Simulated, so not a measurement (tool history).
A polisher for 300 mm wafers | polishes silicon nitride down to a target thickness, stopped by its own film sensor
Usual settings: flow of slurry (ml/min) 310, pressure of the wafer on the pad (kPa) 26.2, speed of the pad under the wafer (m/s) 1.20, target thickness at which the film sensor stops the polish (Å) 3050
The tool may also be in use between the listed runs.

run     day  flow of slurry (ml/min)  pressure of the wafer on the pad (kPa)  speed of the pad under the wafer (m/s)  target thickness at which the film sensor stops the polish (Å)  incoming thickness of the incoming film, nm  time until the film sensor stopped the polish (s)
  1   0.000                      310                                    26.2                                    1.20                                                            3050                                        485.5                                               82.6
  2   0.538                      310                                    26.2                                    1.20                                                            3050                                        486.0                                               83.7
  3   0.988                      250                                    26.2                                    1.32                                                            3050                                        476.4                                               74.1
  4   1.679                      250                                    26.2                                    1.32                                                            3050                                        475.6                                               73.9
  5   2.008                      250                                    26.2                                    1.32                                                            3050                                        483.1                                               78.8
  6   2.292                      310                                    26.2                                    1.20                                                            3050                                        480.2                                               83.0
  7   2.650                      310                                    26.2                                    1.42                                                            3310                                        472.7                                               59.3
      3.108  -- worn pad replaced by a new one
  8   3.192                      310                                    26.2                                    1.42                                                            3310                                        477.0                                               57.0
  9   3.846                      310                                    26.2                                    1.20                                                            3050                                        473.6                                               76.5
 10   5.079                      310                                    26.2                                    1.20                                                            3050                                        470.6                                               76.9
 11   5.479                      310                                    26.2                                    1.20                                                            3050                                        471.8                                               78.1
 12   5.962                      310                                    26.2                                    1.20                                                            3050                                        482.0                                               83.2
 13   6.688                      310                                    26.2                                    1.20                                                            3050                                        479.6                                               83.1
      6.933  -- worn pad replaced by a new one
 14   7.288                      310                                    26.2                                    1.20                                                            3050                                        481.9                                               78.2
 15   7.662                      310                                    26.2                                    1.20                                                            3050                                        486.2                                               81.8
 16   7.967                      275                                    26.2                                    1.20                                                            3050                                        487.1                                               81.9
 17   8.521                      245                                    31.0                                    1.44                                                            3050                                        479.2                                               62.1
 18   8.804                      280                                    20.0                                    1.08                                                            3460                                        475.8                                               79.9
 19   9.271                      310                                    26.2                                    1.40                                                            2590                                        487.3                                               92.8
 20   9.954                      310                                    26.2                                    1.20                                                            3050                                        481.3                                               82.5
 21  10.517                      310                                    33.1                                    0.98                                                            3490                                        481.4                                               61.4
 22  11.017                      310                                    33.1                                    0.98                                                            3490                                        487.4                                               65.2
 23  11.404                      310                                    26.2                                    1.20                                                            3050                                        474.4                                               80.0
     11.638  -- worn pad replaced by a new one
 24  11.921                      275                                    26.2                                    1.20                                                            3050                                        488.3                                               82.8
 25  12.512                      310                                    26.2                                    1.20                                                            3590                                        469.7                                               48.7
 26  12.850                      310                                    26.2                                    1.20                                                            3050                                        475.4                                               76.9
 27  13.446                      310                                    26.2                                    0.96                                                            3050                                        477.4                                               93.5
 28  13.904                      405                                    26.2                                    0.90                                                            3410                                        483.3                                               81.4
     14.258  -- head pressure recalibrated
     14.550  -- slurry nozzle cleaned
 29  14.571                      310                                    26.2                                    1.20                                                            3310                                        474.7                                               69.3
 30  15.233                      310                                    34.5                                    1.20                                                            3050                                        479.8                                               68.5
 31  15.625                      220                                    26.2                                    1.20                                                            2700                                        474.7                                              102.3
     15.992  -- worn pad replaced by a new one
 32  16.217                      345                                    26.2                                    1.20                                                            3050                                        483.1                                               80.9
 33  17.329                      310                                    26.2                                    1.20                                                            3050                                        487.0                                               83.6
 34  17.792                      250                                    22.1                                    1.02                                                            3050                                        479.6                                              105.6
 35  18.267                      250                                    26.2                                    1.32                                                            3050                                        484.9                                               77.9
 36  18.521                      280                                    35.2                                    1.20                                                            3050                                        484.8                                               67.4
 37  19.267                      310                                    26.2                                    1.52                                                            3050                                        475.7                                               65.9

The same runs without the tool's hidden state, with the same run-to-run variation:
The hidden state here: removal rate lost through wear of the pad, %; slurry flow missing at the pad, %; deviation of the head's pressure from its setpoint, %.
run  time until the film sensor stopped the polish (s)
  1                                               84.3
  2                                               84.8
  3                                               74.4
  4                                               73.3
  5                                               77.7
  6                                               81.4
  7                                               57.8
  8                                               59.0
  9                                               78.3
 10                                               77.0
 11                                               77.6
 12                                               81.9
 13                                               80.8
 14                                               81.2
 15                                               84.4
 16                                               84.1
 17                                               63.1
 18                                               80.7
 19                                               93.1
 20                                               81.7
 21                                               60.2
 22                                               63.4
 23                                               77.2
 24                                               86.5
 25                                               50.3
 26                                               79.0
 27                                               95.1
 28                                               82.1
 29                                               66.3
 30                                               65.0
 31                                               96.6
 32                                               82.1
 33                                               83.5
 34                                              104.9
 35                                               76.9
 36                                               66.3
 37                                               64.1

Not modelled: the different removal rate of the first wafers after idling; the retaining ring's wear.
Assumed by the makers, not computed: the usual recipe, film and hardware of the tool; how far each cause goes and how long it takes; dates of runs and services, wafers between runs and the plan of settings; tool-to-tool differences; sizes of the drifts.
